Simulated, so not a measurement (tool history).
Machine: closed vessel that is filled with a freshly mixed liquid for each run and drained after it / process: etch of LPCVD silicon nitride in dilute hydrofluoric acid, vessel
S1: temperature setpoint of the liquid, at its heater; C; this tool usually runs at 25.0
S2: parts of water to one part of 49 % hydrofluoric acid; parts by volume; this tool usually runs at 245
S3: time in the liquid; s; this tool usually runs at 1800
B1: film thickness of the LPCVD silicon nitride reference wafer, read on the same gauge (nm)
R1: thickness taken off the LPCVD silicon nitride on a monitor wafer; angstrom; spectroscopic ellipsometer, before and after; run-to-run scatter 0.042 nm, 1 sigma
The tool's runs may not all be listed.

run	hour	S1	S2	S3	B1	R1
1	0.0	25.0	245	1070	150.004	22.36
2	23.3	25.0	245	1800	149.989	37.40
3	40.2	25.0	245	2540	150.018	52.47
4	77.6	25.0	245	2540	149.997	52.92
5	103.9	25.0	245	1150	150.006	24.12
6	129.4	25.0	245	1150	150.007	23.32
7	160.0	25.0	245	1800	149.987	36.89
8	174.6	25.0	245	1800	149.990	37.43
9	198.0	25.0	245	1800	150.015	37.13
# hour 202.8: gauge calibrated
10	230.3	28.0	245	1800	150.010	45.08
11	243.5	23.0	315	1800	150.013	25.13
# hour 269.8: thermometer replaced
12	271.6	23.0	315	1800	150.015	29.30
13	289.2	23.0	315	1800	150.017	28.80
14	311.9	25.0	245	1230	150.012	28.94
15	334.2	25.0	245	2540	149.996	59.85
16	367.2	25.0	245	1300	149.997	30.30
17	385.2	23.0	310	990	150.018	16.06
18	397.3	26.5	160	2210	150.001	86.19
# hour 415.7: hydrofluoric acid flow meter replaced
19	418.6	22.5	245	2405	150.002	48.32
20	438.1	25.0	245	1800	149.998	41.85
21	465.4	25.0	245	2650	150.008	60.67
22	480.7	22.5	245	2405	150.004	47.08
23	503.2	25.0	245	1800	149.989	40.84
24	515.3	28.5	345	2680	149.994	53.69
25	548.6	25.0	245	1800	150.020	41.42

What does the tool deliver on the next run?
26	577.2	25.0	150	2780	?	?

B1: 149.990
R1: 101.87 angstrom
Were there no unlogged condition in the tool, this run, its random variation unchanged, would have produced R1 105.45 angstrom.
